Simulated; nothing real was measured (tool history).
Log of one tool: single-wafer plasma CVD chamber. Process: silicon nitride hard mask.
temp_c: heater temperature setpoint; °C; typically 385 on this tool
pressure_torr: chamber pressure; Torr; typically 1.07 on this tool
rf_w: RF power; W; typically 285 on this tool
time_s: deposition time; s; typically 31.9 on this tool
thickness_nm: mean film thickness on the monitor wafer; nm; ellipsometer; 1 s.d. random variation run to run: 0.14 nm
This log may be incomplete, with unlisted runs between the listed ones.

| run | hour | temp_c | pressure_torr | rf_w | time_s | read-back reference wafer on the same gauge, thickness_nm | thickness_nm |
|---|---|---|---|---|---|---|---|
| 1 | 0.0 | 385 | 1.07 | 285 | 31.9 | 34.985 | 30.042 |
| 2 | 31.3 | 385 | 1.07 | 285 | 31.9 | 34.943 | 29.905 |
| 3 | 64.2 | 385 | 1.07 | 285 | 31.9 | 35.027 | 30.269 |
| 4 | 86.3 | 385 | 1.07 | 285 | 27.6 | 34.947 | 26.179 |
| 5 | 103.7 | 385 | 1.07 | 285 | 27.6 | 35.017 | 25.997 |
| 6 | 129.1 | 385 | 1.07 | 285 | 27.6 | 34.986 | 26.010 |
| 7 | 160.6 | 385 | 1.07 | 285 | 31.9 | 34.986 | 29.919 |
| 8 | 191.0 | 385 | 1.07 | 285 | 31.9 | 35.050 | 30.066 |
|  | 256.0 | gauge calibrated |
|  | 263.9 | thermocouple changed; heater temperature recalibrated |
| 9 | 267.0 | 385 | 1.07 | 285 | 31.9 | 34.992 | 30.093 |
| 10 | 284.0 | 385 | 1.07 | 285 | 31.9 | 35.041 | 30.081 |
| 11 | 299.5 | 385 | 1.07 | 285 | 31.9 | 34.978 | 30.184 |
| 12 | 320.2 | 385 | 1.07 | 285 | 27.5 | 34.993 | 26.002 |
| 13 | 339.5 | 385 | 1.07 | 285 | 31.9 | 34.963 | 29.917 |
| 14 | 358.2 | 385 | 1.07 | 285 | 31.9 | 35.022 | 29.940 |
| 15 | 378.8 | 385 | 1.07 | 285 | 31.9 | 35.003 | 29.690 |
| 16 | 404.7 | 385 | 1.07 | 315 | 26.5 | 35.020 | 26.864 |
| 17 | 430.0 | 385 | 1.20 | 285 | 31.9 | 34.994 | 31.451 |
| 18 | 445.9 | 385 | 0.94 | 285 | 31.9 | 35.026 | 28.359 |
| 19 | 461.0 | 385 | 1.17 | 285 | 35.0 | 35.009 | 33.900 |
|  | 472.4 | showerhead replaced |
| 20 | 474.0 | 399 | 1.07 | 285 | 31.9 | 34.995 | 29.654 |
|  | 487.0 | capacitance manometer re-zeroed and calibrated |
|  | 548.5 | RF generator calibrated |
| 21 | 549.0 | 385 | 1.07 | 285 | 36.2 | 34.992 | 35.018 |
| 22 | 560.1 | 385 | 1.07 | 285 | 31.9 | 35.033 | 30.895 |
| 23 | 575.3 | 394 | 1.07 | 230 | 31.9 | 35.007 | 25.828 |
| 24 | 598.0 | 379 | 1.15 | 270 | 34.6 | 35.030 | 32.902 |
| 25 | 630.6 | 385 | 1.07 | 285 | 31.9 | 35.004 | 30.474 |
| 26 | 656.8 | 398 | 1.07 | 285 | 31.9 | 35.028 | 30.445 |
| 27 | 672.6 | 396 | 0.88 | 285 | 31.9 | 34.988 | 28.187 |
| 28 | 697.3 | 385 | 1.07 | 285 | 31.9 | 34.978 | 30.313 |

Consider 3 possible next runs. They are alternatives, not a sequence: every one starts from the tool as it was left by run 28. What does each give?
| A | 697.7 | 385 | 1.07 | 285 | 31.9 | ? | ? |
| B | 697.7 | 385 | 1.07 | 285 | 37.6 | ? | ? |
| C | 697.7 | 385 | 0.98 | 285 | 26.3 | ? | ? |

| run | read-back reference wafer on the same gauge, thickness_nm | thickness_nm |
|---|---|---|
| A | 34.977 | 30.346 |
| B | 34.977 | 35.755 |
| C | 34.977 | 24.262 |
Without the tool's hidden state the same runs would have given:
| run | thickness_nm |
|---|---|
| A | 30.777 |
| B | 36.263 |
| C | 24.608 |
